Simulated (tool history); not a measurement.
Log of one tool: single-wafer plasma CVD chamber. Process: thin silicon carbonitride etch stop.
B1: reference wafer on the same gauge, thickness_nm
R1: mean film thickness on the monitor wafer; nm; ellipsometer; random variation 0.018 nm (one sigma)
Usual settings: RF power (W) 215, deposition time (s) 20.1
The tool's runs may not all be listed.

run 1 day=0.000 | RF_power_(W)=200 deposition_time_(s)=22.7 | B1=11.998 | R1=12.780
run 2 day=1.588 | RF_power_(W)=200 deposition_time_(s)=22.7 | B1=12.001 | R1=12.752
run 3 day=3.800 | RF_power_(W)=190 deposition_time_(s)=20.1 | B1=11.996 | R1=11.025
run 4 day=5.104 | RF_power_(W)=190 deposition_time_(s)=20.1 | B1=12.003 | R1=11.035
run 5 day=7.629 | RF_power_(W)=215 deposition_time_(s)=20.1 | B1=11.998 | R1=11.656
run 6 day=8.979 | RF_power_(W)=215 deposition_time_(s)=20.1 | B1=12.000 | R1=11.647
run 7 day=10.358 | RF_power_(W)=215 deposition_time_(s)=20.1 | B1=12.008 | R1=11.655
run 8 day=11.800 | RF_power_(W)=250 deposition_time_(s)=20.1 | B1=11.994 | R1=12.368
run 9 day=13.342 | RF_power_(W)=250 deposition_time_(s)=20.1 | B1=11.998 | R1=12.363
-- day=13.525 gauge calibrated
run 10 day=15.112 | RF_power_(W)=215 deposition_time_(s)=18.9 | B1=11.995 | R1=10.913
run 11 day=17.462 | RF_power_(W)=240 deposition_time_(s)=20.1 | B1=12.001 | R1=12.139
run 12 day=19.092 | RF_power_(W)=240 deposition_time_(s)=20.1 | B1=12.001 | R1=12.154
run 13 day=20.421 | RF_power_(W)=240 deposition_time_(s)=20.1 | B1=12.001 | R1=12.163
run 14 day=22.954 | RF_power_(W)=205 deposition_time_(s)=20.1 | B1=12.004 | R1=11.378
-- day=24.071 RF generator calibrated
run 15 day=25.825 | RF_power_(W)=215 deposition_time_(s)=20.1 | B1=11.997 | R1=11.682
run 16 day=27.367 | RF_power_(W)=215 deposition_time_(s)=23.8 | B1=11.999 | R1=13.836
run 17 day=29.279 | RF_power_(W)=260 deposition_time_(s)=18.3 | B1=12.005 | R1=11.499
run 18 day=30.683 | RF_power_(W)=175 deposition_time_(s)=21.6 | B1=11.993 | R1=11.491
run 19 day=31.883 | RF_power_(W)=175 deposition_time_(s)=16.8 | B1=12.003 | R1=8.901
run 20 day=33.783 | RF_power_(W)=215 deposition_time_(s)=16.3 | B1=11.995 | R1=9.486
-- day=35.475 showerhead replaced
run 21 day=35.958 | RF_power_(W)=255 deposition_time_(s)=20.1 | B1=12.001 | R1=12.541
run 22 day=41.421 | RF_power_(W)=215 deposition_time_(s)=20.1 | B1=11.999 | R1=11.700
run 23 day=43.838 | RF_power_(W)=215 deposition_time_(s)=20.1 | B1=12.006 | R1=11.662
run 24 day=45.708 | RF_power_(W)=175 deposition_time_(s)=17.0 | B1=11.994 | R1=9.006
run 25 day=48.542 | RF_power_(W)=200 deposition_time_(s)=16.8 | B1=12.002 | R1=9.472
run 26 day=50.683 | RF_power_(W)=215 deposition_time_(s)=20.1 | B1=11.989 | R1=11.686
-- day=54.738 thermocouple changed; heater temperature recalibrated
run 27 day=58.317 | RF_power_(W)=240 deposition_time_(s)=16.4 | B1=12.004 | R1=9.975
-- day=60.779 gauge calibrated
run 28 day=66.275 | RF_power_(W)=180 deposition_time_(s)=22.2 | B1=12.000 | R1=11.946
run 29 day=70.088 | RF_power_(W)=180 deposition_time_(s)=18.6 | B1=12.005 | R1=10.022
run 30 day=72.912 | RF_power_(W)=230 deposition_time_(s)=18.0 | B1=11.996 | R1=10.740
run 31 day=75.367 | RF_power_(W)=215 deposition_time_(s)=20.1 | B1=11.996 | R1=11.652
run 32 day=77.500 | RF_power_(W)=245 deposition_time_(s)=23.0 | B1=11.996 | R1=14.101
run 33 day=79.583 | RF_power_(W)=235 deposition_time_(s)=22.3 | B1=12.003 | R1=13.435
run 34 day=81.258 | RF_power_(W)=215 deposition_time_(s)=16.8 | B1=12.000 | R1=9.745
run 35 day=83.633 | RF_power_(W)=175 deposition_time_(s)=23.6 | B1=12.005 | R1=12.498
run 36 day=85.738 | RF_power_(W)=255 deposition_time_(s)=20.1 | B1=12.004 | R1=12.474

The same runs without the tool's hidden state, with the same run-to-run variation:
The hidden state here: wafer temperature above the value expected at the setpoint (K); delivered RF power above the setpoint (%); gauge reads high (%).
run=1 R1=12.838
run=2 R1=12.812
run=3 R1=11.080
run=4 R1=11.092
run=5 R1=11.721
run=6 R1=11.713
run=7 R1=11.725
run=8 R1=12.444
run=9 R1=12.442
run=10 R1=10.985
run=11 R1=12.225
run=12 R1=12.243
run=13 R1=12.254
run=14 R1=11.468
run=15 R1=11.690
run=16 R1=13.845
run=17 R1=11.507
run=18 R1=11.499
run=19 R1=8.907
run=20 R1=9.494
run=21 R1=12.551
run=22 R1=11.712
run=23 R1=11.674
run=24 R1=9.017
run=25 R1=9.484
run=26 R1=11.703
run=27 R1=9.995
run=28 R1=11.978
run=29 R1=10.052
run=30 R1=10.775
run=31 R1=11.693
run=32 R1=14.155
run=33 R1=13.489
run=34 R1=9.786
run=35 R1=12.555
run=36 R1=12.535
